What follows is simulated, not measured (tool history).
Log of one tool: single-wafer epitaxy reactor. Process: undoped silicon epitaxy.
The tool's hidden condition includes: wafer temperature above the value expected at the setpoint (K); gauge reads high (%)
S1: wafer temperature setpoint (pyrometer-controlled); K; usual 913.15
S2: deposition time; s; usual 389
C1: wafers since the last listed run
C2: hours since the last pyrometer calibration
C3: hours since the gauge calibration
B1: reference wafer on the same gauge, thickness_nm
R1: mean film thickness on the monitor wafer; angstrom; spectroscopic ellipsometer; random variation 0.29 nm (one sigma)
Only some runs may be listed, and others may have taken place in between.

| run | hour | S1 | S2 | C1 | C2 | C3 | B1 | R1 |
|---|---|---|---|---|---|---|---|---|
| 1 | 0 | 913.15 | 350 | 0 | 640.1 | 482.7 | 53.502 | 535.5 |
| 2 | 49.2 | 913.15 | 350 | 241 | 689.3 | 531.9 | 53.445 | 530.92 |
| 3 | 86.9 | 913.15 | 350 | 184 | 727 | 569.6 | 53.603 | 533.52 |
| 4 | 121.1 | 916.15 | 366 | 167 | 761.2 | 603.8 | 53.605 | 600.12 |
| 5 | 174 | 916.15 | 366 | 259 | 814.1 | 656.7 | 53.666 | 602.91 |
| 6 | 219.6 | 913.15 | 389 | 223 | 859.7 | 702.3 | 53.594 | 589.74 |
| 7 | 269 | 913.15 | 389 | 242 | 909.1 | 751.7 | 53.639 | 590.73 |
|  | 278 | gauge calibrated |
| 8 | 326.2 | 913.15 | 389 | 280 | 966.3 | 48.2 | 53.583 | 582.77 |
| 9 | 379.4 | 913.15 | 389 | 261 | 1019.5 | 101.4 | 53.621 | 576.68 |
|  | 421 | pyrometer calibrated |
| 10 | 421.5 | 908.15 | 363 | 167 | 0.5 | 143.5 | 53.574 | 500.62 |
| 11 | 447.1 | 916.15 | 366 | 125 | 26.1 | 169.1 | 53.587 | 613.25 |
| 12 | 505.8 | 927.15 | 351 | 288 | 84.8 | 227.8 | 53.435 | 777.21 |
| 13 | 555 | 907.15 | 351 | 241 | 134 | 277 | 53.635 | 468.36 |
| 14 | 613.6 | 913.15 | 448 | 287 | 192.6 | 335.6 | 53.588 | 687.63 |
| 15 | 652.3 | 918.15 | 354 | 189 | 231.3 | 374.3 | 53.481 | 625.85 |
| 16 | 678.4 | 927.15 | 351 | 128 | 257.4 | 400.4 | 53.634 | 771.33 |
| 17 | 735.6 | 909.15 | 424 | 280 | 314.6 | 457.6 | 53.577 | 591.02 |
| 18 | 773.8 | 924.15 | 333 | 187 | 352.8 | 495.8 | 53.441 | 677.75 |
| 19 | 814 | 902.15 | 389 | 197 | 393 | 536 | 53.535 | 455.77 |
|  | 847.7 | gauge calibrated |
| 20 | 874.7 | 913.15 | 441 | 297 | 453.7 | 27 | 53.473 | 671.66 |

A few steps of R1 between consecutive runs. Split each: what settings, incoming material and random variation would produce without the hidden state, and what is left over for the hidden state, along with gauge scatter present in only one of the two compared results (measured, and without hidden state):
Run 7 -> 8: gauge calibrated. R1 -7.96 angstrom: hidden state -2.33, all else -5.63.
Run 9 -> 10: S1 913.15 -> 908.15, S2 389 -> 363, pyrometer calibrated. R1 -76.06 angstrom: hidden state +23.56, all else -99.62.
Run 12 -> 13: S1 927.15 -> 907.15. R1 -308.85 angstrom: hidden state -1.27, all else -307.58.
Run 18 -> 19: S1 924.15 -> 902.15, S2 333 -> 389. R1 -221.98 angstrom: hidden state -0.41, all else -221.57.
